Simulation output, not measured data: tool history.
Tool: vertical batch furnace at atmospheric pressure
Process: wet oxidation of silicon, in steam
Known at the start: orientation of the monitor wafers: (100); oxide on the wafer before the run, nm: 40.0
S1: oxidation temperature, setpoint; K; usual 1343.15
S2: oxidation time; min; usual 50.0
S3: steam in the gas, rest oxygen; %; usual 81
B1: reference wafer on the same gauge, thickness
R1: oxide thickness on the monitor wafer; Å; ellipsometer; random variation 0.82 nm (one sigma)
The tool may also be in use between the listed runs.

Run 1, day 0.000: usual settings; B1 627.88. Result: R1 5465.3 Å.
Run 2, day 0.838: usual settings; B1 627.55. Result: R1 5450.9 Å.
Run 3, day 1.329: usual settings but S1 1360.15 K; B1 627.19. Result: R1 5872.6 Å.
Run 4, day 1.938: usual settings but S1 1360.15 K; B1 626.86. Result: R1 5848.6 Å.
Run 5, day 2.596: usual settings; B1 626.40. Result: R1 5439.5 Å.
Run 6, day 3.162: usual settings; B1 626.08. Result: R1 5425.2 Å.
At day 4.575: steam generator serviced.
Run 7, day 4.596: usual settings; B1 625.35. Result: R1 5417.8 Å.
Run 8, day 5.467: usual settings; B1 624.82. Result: R1 5412.1 Å.
Run 9, day 5.775: usual settings; B1 624.63. Result: R1 5411.5 Å.
At day 6.862: thermocouples replaced and temperature profile calibrated.
Run 10, day 6.883: usual settings; B1 623.76. Result: R1 5415.2 Å.
Run 11, day 7.088: usual settings but S1 1361.15 K; B1 623.94. Result: R1 5873.8 Å.
Run 12, day 7.617: usual settings but S1 1335.15 K, S2 33.0 min, S3 72 %; B1 623.60. Result: R1 3799.0 Å.
Run 13, day 8.054: usual settings but S1 1325.15 K, S2 40.0 min, S3 93 %; B1 623.04. Result: R1 4702.5 Å.
Run 14, day 8.754: usual settings but S3 72 %; B1 622.69. Result: R1 5049.5 Å.
At day 9.325: gauge calibrated.
Run 15, day 9.396: usual settings but S1 1337.15 K, S2 61.0 min; B1 630.26. Result: R1 5964.4 Å.
Run 16, day 10.254: usual settings but S1 1333.15 K, S2 68.0 min; B1 629.69. Result: R1 6224.7 Å.
Run 17, day 10.829: usual settings; B1 629.28. Result: R1 5458.5 Å.
Run 18, day 11.658: usual settings but S1 1367.15 K, S3 87 %; B1 628.81. Result: R1 6296.4 Å.
Run 19, day 12.400: usual settings; B1 628.35. Result: R1 5474.0 Å.

Forecast each of these 4 alternatives for the next run:
Run A, day 12.612: usual settings but S3 93 %; B1 ?. Result: R1 ?.
Run B, day 12.612: usual settings but S1 1363.15 K, S2 68.5 min; B1 ?. Result: R1 ?.
Run C, day 12.612: usual settings but S1 1356.15 K, S2 28.0 min, S3 88 %; B1 ?. Result: R1 ?.
Run D, day 12.612: usual settings but S1 1331.15 K, S2 71.5 min, S3 87 %; B1 ?. Result: R1 ?.

run      B1      R1
  A  628.13  5907.3
  B  628.13  7101.0
  C  628.13  4349.0
  D  628.13  6606.5
Without the tool's hidden state the same runs would have given:
run      R1
  A  5924.3
  B  7121.4
  C  4361.5
  D  6625.5
